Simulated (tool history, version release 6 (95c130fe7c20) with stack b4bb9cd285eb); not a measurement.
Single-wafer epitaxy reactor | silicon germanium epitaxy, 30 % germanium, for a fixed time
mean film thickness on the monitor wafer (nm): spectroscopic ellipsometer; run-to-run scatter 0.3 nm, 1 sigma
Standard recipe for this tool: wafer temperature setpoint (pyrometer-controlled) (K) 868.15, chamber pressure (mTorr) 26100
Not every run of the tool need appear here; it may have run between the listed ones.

| run | hour | wafer temperature setpoint (pyrometer-controlled) (K) | chamber pressure (mTorr) | read-back reference wafer on the same gauge, thickness_nm | mean film thickness on the monitor wafer (nm) |
|---|---|---|---|---|---|
| 1 | 0.0 | 868.15 | 26100 | 66.343 | 59.252 |
| 2 | 33.0 | 868.15 | 26100 | 66.183 | 59.855 |
| 3 | 48.1 | 868.15 | 26100 | 66.272 | 59.575 |
| 4 | 72.2 | 879.15 | 22100 | 66.296 | 71.234 |
| 5 | 98.9 | 868.15 | 26100 | 66.302 | 58.969 |
| 6 | 134.6 | 868.15 | 26100 | 66.392 | 59.795 |
| 7 | 164.3 | 868.15 | 26100 | 66.257 | 59.422 |
| 8 | 194.5 | 859.15 | 26100 | 66.273 | 49.462 |
| 9 | 228.6 | 859.15 | 26100 | 66.206 | 48.661 |
| 10 | 261.1 | 868.15 | 26100 | 66.315 | 59.412 |
| 11 | 283.2 | 868.15 | 26100 | 66.306 | 59.316 |
| 12 | 295.7 | 868.15 | 26100 | 66.236 | 59.128 |
| 13 | 314.7 | 868.15 | 26100 | 66.341 | 58.821 |
|  | 335.6 | capacitance manometer re-zeroed and calibrated |
| 14 | 346.4 | 868.15 | 26100 | 66.316 | 59.404 |
| 15 | 359.0 | 868.15 | 26100 | 66.224 | 58.386 |
| 16 | 454.1 | 875.15 | 21000 | 66.210 | 63.701 |
| 17 | 485.1 | 861.15 | 20300 | 66.359 | 47.020 |
| 18 | 509.8 | 868.15 | 26100 | 66.274 | 59.121 |
|  | 527.8 | showerhead replaced |
| 19 | 544.2 | 854.15 | 28500 | 66.296 | 45.084 |
|  | 555.1 | gauge calibrated |
|  | 569.1 | pyrometer calibrated |
| 20 | 571.2 | 868.15 | 26100 | 66.344 | 57.299 |
| 21 | 585.0 | 868.15 | 26100 | 66.297 | 57.731 |
| 22 | 607.2 | 881.15 | 28400 | 66.262 | 77.290 |
| 23 | 631.6 | 868.15 | 26100 | 66.353 | 56.561 |
| 24 | 664.5 | 853.15 | 20100 | 66.245 | 37.852 |
|  | 705.2 | pyrometer calibrated, repeated, since the last time left the tool worse |
| 25 | 705.7 | 868.15 | 26100 | 66.262 | 61.702 |
| 26 | 733.9 | 868.15 | 26100 | 66.239 | 60.863 |
| 27 | 759.1 | 855.15 | 30600 | 66.353 | 48.457 |
| 28 | 771.6 | 876.15 | 30700 | 66.321 | 76.142 |
| 29 | 806.3 | 878.15 | 22400 | 66.272 | 70.787 |
| 30 | 841.3 | 861.15 | 21500 | 66.227 | 48.983 |
| 31 | 856.8 | 855.15 | 20400 | 66.235 | 41.685 |

Each row is a separate what-if for the run after 31, all from the same tool condition, not one after another. Results?
| A | 857.2 | 868.15 | 30000 | ? | ? |
| B | 857.2 | 872.15 | 26100 | ? | ? |
| C | 857.2 | 855.15 | 29000 | ? | ? |
| D | 857.2 | 856.15 | 22400 | ? | ? |
| E | 857.2 | 859.15 | 31300 | ? | ? |

| run | read-back reference wafer on the same gauge, thickness_nm | mean film thickness on the monitor wafer (nm) |
|---|---|---|
| A | 66.301 | 63.783 |
| B | 66.301 | 65.977 |
| C | 66.301 | 47.669 |
| D | 66.301 | 44.438 |
| E | 66.301 | 53.452 |
The same runs, with their run-to-run variation unchanged, on a tool lacking any hidden condition would have given:
| run | mean film thickness on the monitor wafer (nm) |
|---|---|
| A | 64.453 |
| B | 66.664 |
| C | 48.187 |
| D | 44.920 |
| E | 54.028 |
